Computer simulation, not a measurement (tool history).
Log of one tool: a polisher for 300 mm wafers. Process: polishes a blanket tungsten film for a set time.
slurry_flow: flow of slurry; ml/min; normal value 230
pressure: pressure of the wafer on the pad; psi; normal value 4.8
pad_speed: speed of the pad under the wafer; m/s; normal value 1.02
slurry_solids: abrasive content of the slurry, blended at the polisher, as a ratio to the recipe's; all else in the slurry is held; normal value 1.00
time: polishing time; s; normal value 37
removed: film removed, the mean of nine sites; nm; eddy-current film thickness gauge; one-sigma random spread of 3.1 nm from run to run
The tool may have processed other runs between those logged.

| run | hour | slurry_flow | pressure | pad_speed | slurry_solids | time | incoming thickness of the incoming film, nm | removed |
|---|---|---|---|---|---|---|---|---|
| 1 | 0.0 | 230 | 4.8 | 1.02 | 1.00 | 37 | 648.4 | 233.1 |
| 2 | 103.5 | 230 | 4.8 | 1.02 | 1.00 | 34 | 642.8 | 216.0 |
| 3 | 205.2 | 230 | 4.8 | 1.02 | 1.00 | 34 | 650.8 | 210.7 |
| 4 | 294.7 | 230 | 4.8 | 1.02 | 1.00 | 34 | 647.7 | 210.1 |
|  | 303.0 | slurry nozzle cleaned |
|  | 339.8 | worn pad replaced by a new one |
|  | 356.9 | slurry tank refilled with fresh slurry and peroxide |
| 5 | 370.7 | 230 | 4.8 | 1.02 | 1.00 | 37 | 651.0 | 257.3 |
| 6 | 453.1 | 230 | 4.8 | 0.80 | 1.00 | 37 | 650.3 | 199.9 |
| 7 | 512.3 | 230 | 4.8 | 1.02 | 1.00 | 37 | 653.9 | 249.4 |
| 8 | 603.3 | 265 | 4.8 | 1.02 | 1.00 | 37 | 650.9 | 249.8 |
|  | 631.2 | slurry blender recalibrated |
| 9 | 656.6 | 230 | 5.4 | 1.02 | 1.00 | 37 | 652.2 | 269.7 |
|  | 763.9 | head pressure recalibrated |
| 10 | 764.4 | 230 | 4.8 | 1.02 | 1.00 | 37 | 651.6 | 234.2 |
| 11 | 864.2 | 230 | 3.6 | 1.02 | 1.00 | 47 | 660.2 | 223.3 |
| 12 | 968.3 | 230 | 3.2 | 1.02 | 1.00 | 26 | 642.5 | 106.4 |
| 13 | 1063.2 | 230 | 4.8 | 1.02 | 0.80 | 37 | 642.1 | 208.7 |
|  | 1109.0 | slurry nozzle cleaned |
|  | 1119.8 | slurry tank refilled with fresh slurry and peroxide |
|  | 1133.1 | worn pad replaced by a new one |
| 14 | 1240.5 | 230 | 4.8 | 1.02 | 1.00 | 37 | 660.0 | 250.3 |
|  | 1351.7 | slurry blender recalibrated |
|  | 1419.6 | head pressure recalibrated |
| 15 | 1550.3 | 230 | 4.8 | 1.02 | 1.00 | 37 | 665.1 | 236.4 |
| 16 | 1652.2 | 230 | 4.8 | 1.02 | 1.00 | 37 | 653.0 | 232.0 |
| 17 | 1693.7 | 230 | 4.8 | 1.34 | 1.25 | 29 | 642.9 | 262.2 |
|  | 1767.7 | slurry nozzle cleaned |
|  | 1789.7 | slurry tank refilled with fresh slurry and peroxide |
|  | 1952.7 | worn pad replaced by a new one |
| 18 | 1990.1 | 230 | 4.8 | 1.02 | 1.00 | 37 | 645.5 | 248.9 |
| 19 | 2031.7 | 230 | 4.8 | 1.02 | 1.00 | 37 | 648.8 | 242.1 |
|  | 2042.4 | slurry blender recalibrated |
| 20 | 2093.8 | 230 | 5.3 | 0.78 | 1.15 | 37 | 636.9 | 214.2 |
| 21 | 2172.0 | 155 | 4.1 | 1.36 | 1.00 | 45 | 656.4 | 309.4 |
|  | 2228.4 | head pressure recalibrated |
| 22 | 2230.9 | 230 | 4.8 | 1.02 | 1.00 | 37 | 656.6 | 239.0 |
| 23 | 2276.9 | 230 | 3.3 | 1.28 | 1.10 | 29 | 661.3 | 160.9 |
| 24 | 2350.5 | 230 | 4.8 | 1.22 | 1.00 | 37 | 640.6 | 273.5 |
|  | 2489.2 | slurry nozzle cleaned |
|  | 2530.7 | slurry tank refilled with fresh slurry and peroxide |
| 25 | 2644.2 | 165 | 5.7 | 1.02 | 1.00 | 37 | 645.1 | 278.4 |
|  | 2654.2 | worn pad replaced by a new one |
|  | 2679.3 | slurry blender recalibrated |
| 26 | 2694.9 | 230 | 4.8 | 1.02 | 1.00 | 44 | 652.8 | 302.7 |
| 27 | 2738.7 | 230 | 4.8 | 1.18 | 1.00 | 37 | 658.2 | 283.5 |

3 ways to go on from here, each from the tool as it stands after run 27. What would each give?
| A | 2739.1 | 230 | 4.8 | 1.02 | 1.00 | 37 | 654.0 | ? |
| B | 2739.1 | 175 | 4.8 | 1.02 | 1.00 | 37 | 654.0 | ? |
| C | 2739.1 | 195 | 4.0 | 1.22 | 1.25 | 37 | 654.0 | ? |

| run | removed |
|---|---|
| A | 247.7 |
| B | 237.7 |
| C | 260.4 |
With no hidden state in the tool, these same runs would have given:
| run | removed |
|---|---|
| A | 262.0 |
| B | 253.3 |
| C | 276.7 |
